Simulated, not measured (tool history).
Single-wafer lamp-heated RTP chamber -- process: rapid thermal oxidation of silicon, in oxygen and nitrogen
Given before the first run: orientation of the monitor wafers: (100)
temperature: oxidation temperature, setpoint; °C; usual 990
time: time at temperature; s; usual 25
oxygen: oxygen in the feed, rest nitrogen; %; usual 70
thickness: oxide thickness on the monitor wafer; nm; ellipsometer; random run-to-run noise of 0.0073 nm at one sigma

| run | hour | temperature | time | oxygen | read-back reference wafer on the same gauge, thickness | thickness |
|---|---|---|---|---|---|---|
| 1 | 0.0 | 990 | 25 | 70 | 3.042 | 3.498 |
| 2 | 27.5 | 967 | 25 | 70 | 3.041 | 3.064 |
| 3 | 56.3 | 967 | 25 | 70 | 3.044 | 3.068 |
| 4 | 83.8 | 990 | 25 | 70 | 3.040 | 3.506 |
| 5 | 104.1 | 990 | 25 | 70 | 3.043 | 3.503 |
|  | 127.4 | pyrometer window cleaned and pyrometer calibrated |
| 6 | 127.9 | 990 | 25 | 70 | 3.044 | 3.500 |
| 7 | 148.6 | 990 | 25 | 70 | 3.044 | 3.500 |
| 8 | 178.4 | 990 | 25 | 70 | 3.043 | 3.494 |
| 9 | 210.4 | 990 | 25 | 70 | 3.046 | 3.510 |
| 10 | 234.1 | 990 | 25 | 58 | 3.044 | 3.323 |
|  | 239.2 | gauge calibrated |
| 11 | 248.8 | 968 | 25 | 55 | 3.019 | 2.887 |
| 12 | 262.4 | 990 | 16 | 70 | 3.021 | 2.998 |
| 13 | 281.2 | 990 | 16 | 70 | 3.025 | 3.005 |
|  | 301.6 | oxygen flow controller replaced |
| 14 | 302.3 | 967 | 17 | 70 | 3.027 | 2.734 |
| 15 | 314.4 | 976 | 30 | 48 | 3.027 | 3.096 |
| 16 | 340.1 | 1019 | 30 | 60 | 3.031 | 4.283 |
| 17 | 365.6 | 990 | 15 | 85 | 3.032 | 3.091 |
| 18 | 378.7 | 990 | 25 | 53 | 3.034 | 3.228 |
|  | 413.3 | pyrometer window cleaned and pyrometer calibrated |
| 19 | 414.4 | 990 | 25 | 70 | 3.036 | 3.491 |
| 20 | 441.0 | 1011 | 25 | 54 | 3.036 | 3.686 |
| 21 | 468.6 | 990 | 37 | 89 | 3.037 | 4.356 |
| 22 | 492.9 | 1018 | 25 | 83 | 3.040 | 4.410 |
| 23 | 524.2 | 990 | 25 | 70 | 3.043 | 3.505 |
| 24 | 540.8 | 1020 | 25 | 52 | 3.041 | 3.870 |
| 25 | 572.1 | 990 | 16 | 70 | 3.043 | 3.011 |
| 26 | 589.9 | 999 | 17 | 52 | 3.041 | 2.987 |

Table of differences, measured result less the result of that run with no hidden state. Run-to-run variation is the same in both. Gauge scatter possibly is not:
The hidden state here: true wafer temperature minus pyrometer reading, K; deviation of the oxygen flow from its setpoint, %; gauge reads high (%).
| run | thickness |
|---|---|
| 1 | +0.023 |
| 2 | +0.021 |
| 3 | +0.022 |
| 4 | +0.026 |
| 5 | +0.026 |
| 6 | +0.026 |
| 7 | +0.027 |
| 8 | +0.027 |
| 9 | +0.028 |
| 10 | +0.026 |
| 11 | -0.001 |
| 12 | +0.001 |
| 13 | +0.004 |
| 14 | +0.006 |
| 15 | +0.007 |
| 16 | +0.015 |
| 17 | +0.012 |
| 18 | +0.014 |
| 19 | +0.018 |
| 20 | +0.021 |
| 21 | +0.027 |
| 22 | +0.028 |
| 23 | +0.023 |
| 24 | +0.027 |
| 25 | +0.022 |
| 26 | +0.022 |
